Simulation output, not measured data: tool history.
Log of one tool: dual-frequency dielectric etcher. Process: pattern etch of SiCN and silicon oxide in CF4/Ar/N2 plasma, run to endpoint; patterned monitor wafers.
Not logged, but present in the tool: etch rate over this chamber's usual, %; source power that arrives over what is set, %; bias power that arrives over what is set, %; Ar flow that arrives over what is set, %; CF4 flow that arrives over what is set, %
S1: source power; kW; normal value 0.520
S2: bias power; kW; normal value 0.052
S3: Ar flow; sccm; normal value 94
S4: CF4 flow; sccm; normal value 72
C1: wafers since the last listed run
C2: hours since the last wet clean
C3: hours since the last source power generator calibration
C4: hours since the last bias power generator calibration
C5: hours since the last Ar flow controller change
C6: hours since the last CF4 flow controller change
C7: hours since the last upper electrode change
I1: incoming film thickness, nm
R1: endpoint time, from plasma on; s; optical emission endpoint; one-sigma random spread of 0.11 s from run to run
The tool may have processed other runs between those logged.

run,hour,S1,S2,S3,S4,C1,C2,C3,C4,C5,C6,C7,I1,R1
1,0.0,0.600,0.052,101,72,0,10.5,127.9,41.7,111.6,3488.4,2491.5,17.22,17.4
2,15.0,0.470,0.052,83,72,145,25.5,142.9,56.7,126.6,3503.4,2506.5,17.25,20.7
3,25.4,0.520,0.048,94,56,100,35.9,153.3,67.1,137.0,3513.8,2516.9,17.21,20.5
4,33.6,0.520,0.052,94,72,79,44.1,161.5,75.3,145.2,3522.0,2525.1,17.24,19.1
5,44.6,0.520,0.052,94,72,106,55.1,172.5,86.3,156.2,3533.0,2536.1,17.30,19.4
6,58.7,0.520,0.052,94,72,136,69.2,186.6,100.4,170.3,3547.1,2550.2,17.19,19.2
7,70.7,0.450,0.045,113,56,116,81.2,198.6,112.4,182.3,3559.1,2562.2,17.34,23.7
8,87.4,0.520,0.041,114,72,162,97.9,215.3,129.1,199.0,3575.8,2578.9,17.21,20.7
9,96.4,0.470,0.045,94,72,87,106.9,224.3,138.1,208.0,3584.8,2587.9,17.04,21.1
10,105.9,0.520,0.052,94,72,92,116.4,233.8,147.6,217.5,3594.3,2597.4,17.24,19.3
11,114.7,0.430,0.052,72,88,85,125.2,242.6,156.4,226.3,3603.1,2606.2,17.12,20.8
12,124.1,0.520,0.052,94,72,91,134.6,252.0,165.8,235.7,3612.5,2615.6,17.52,19.6
13,138.5,0.520,0.061,117,82,139,149.0,266.4,180.2,250.1,3626.9,2630.0,17.31,19.0
# hour 160.5: CF4 flow controller replaced
# hour 167.8: upper electrode replaced
14,168.3,0.520,0.052,94,72,159,178.8,296.2,210.0,279.9,7.8,0.5,17.14,19.2
15,170.6,0.390,0.052,94,67,22,181.1,298.5,212.3,282.2,10.1,2.8,17.30,24.4
16,179.2,0.520,0.052,94,72,83,189.7,307.1,220.9,290.8,18.7,11.4,17.36,19.4
17,192.5,0.520,0.052,94,72,129,203.0,320.4,234.2,304.1,32.0,24.7,17.06,19.2
18,208.1,0.520,0.052,105,72,151,218.6,336.0,249.8,319.7,47.6,40.3,16.88,19.3

Run 19, settings as shown, results not yet in. Your forecast:
19,242.4,0.570,0.047,94,72,332,252.9,370.3,284.1,354.0,81.9,74.6,17.15,?

{"run 19": {"R1": 18.2}}
Without the tool's hidden state the same run would have given R1 18.2 s.

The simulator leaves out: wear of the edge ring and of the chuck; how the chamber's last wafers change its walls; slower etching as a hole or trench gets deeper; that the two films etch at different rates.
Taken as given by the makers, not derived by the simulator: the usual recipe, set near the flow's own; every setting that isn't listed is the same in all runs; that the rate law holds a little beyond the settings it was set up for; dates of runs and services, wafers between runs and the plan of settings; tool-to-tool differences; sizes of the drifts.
